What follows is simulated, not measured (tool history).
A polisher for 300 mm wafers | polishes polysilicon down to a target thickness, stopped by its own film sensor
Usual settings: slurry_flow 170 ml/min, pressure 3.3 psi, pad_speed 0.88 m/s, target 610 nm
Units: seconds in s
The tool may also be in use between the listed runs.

run    hour  slurry_flow  pressure  pad_speed  target  wafers since the last listed run  wafers polished on this pad  hours since the slurry nozzle was cleaned  hours since the head pressure was calibrated  incoming thickness of the incoming film, nm  seconds
  1     0.0          170       4.0       0.88     610                                 0                         2016                                       26.2                                         209.9                                        974.4     46.3
       26.4  -- worn pad replaced by a new one
  2    62.0          145       3.9       0.88     610                               736                          451                                       88.2                                         271.9                                        950.5     41.5
  3   113.0          145       3.9       0.88     610                               647                         1099                                      139.2                                         322.9                                        956.8     42.9
      156.0  -- slurry nozzle cleaned
  4   172.1          170       3.3       0.88     610                               738                         1837                                       16.1                                         382.0                                        984.5     50.1
  5   226.4          170       3.3       0.88     610                               689                         2527                                       70.4                                         436.3                                        951.7     49.6
      246.0  -- worn pad replaced by a new one
      355.3  -- slurry nozzle cleaned
  6   394.8          170       3.3       0.98     610                              2075                         1877                                       39.5                                         604.7                                        972.5     44.6
  7   452.3          170       3.3       0.88     610                               730                         2608                                       97.0                                         662.2                                        985.4     54.9
      467.1  -- worn pad replaced by a new one
  8   497.4          170       3.3       0.88     610                               522                          384                                      142.1                                         707.3                                        971.8     46.8
  9   568.3          170       3.3       0.88     610                               900                         1285                                      213.0                                         778.2                                        957.7     46.1
      586.0  -- slurry nozzle cleaned
 10   610.5          170       3.3       0.88     610                               523                         1808                                       24.5                                         820.4                                        956.8     48.0
 11   646.0          135       4.0       1.04     610                               451                         2259                                       60.0                                         855.9                                        974.2     41.2
      661.1  -- head pressure recalibrated
      663.2  -- worn pad replaced by a new one
 12   708.5          170       3.3       0.88     610                               741                          575                                      122.5                                          47.4                                        965.4     46.5
 13   760.3          170       3.3       1.00     610                               658                         1233                                      174.3                                          99.2                                        966.2     41.1
      801.5  -- slurry nozzle cleaned
 14   817.3          170       3.3       0.66     610                               711                         1945                                       15.8                                         156.2                                        953.4     62.1
      844.3  -- worn pad replaced by a new one
 15   862.9          205       2.6       0.88     610                               528                          236                                       61.4                                         201.8                                        960.2     49.6
 16   927.1          170       2.6       0.88     716                               815                         1051                                      125.6                                         266.0                                        972.3     37.9
      981.7  -- slurry nozzle cleaned
 17   993.8          170       3.3       0.88     719                               834                         1886                                       12.1                                         332.7                                        981.3     35.5
 18  1037.6          130       3.3       0.88     610                               556                         2442                                       55.9                                         376.5                                        960.3     52.7

Some steps in seconds between neighbouring runs. How much of each would the tool show without its hidden state too (settings, what came in, random variation), and how much is left for the hidden state, with any gauge scatter that isn't in both results?
The hidden state here: removal rate lost through wear of the pad, %; slurry flow missing at the pad, %; deviation of the head's pressure from its setpoint, %.
Run 7 -> 8: worn pad replaced by a new one. seconds -8.1 s: hidden state -5.8, all else -2.3.
Run 13 -> 14: pad_speed 1.00 -> 0.66, slurry nozzle cleaned. seconds +21.0 s: hidden state +3.1, all else +17.9.

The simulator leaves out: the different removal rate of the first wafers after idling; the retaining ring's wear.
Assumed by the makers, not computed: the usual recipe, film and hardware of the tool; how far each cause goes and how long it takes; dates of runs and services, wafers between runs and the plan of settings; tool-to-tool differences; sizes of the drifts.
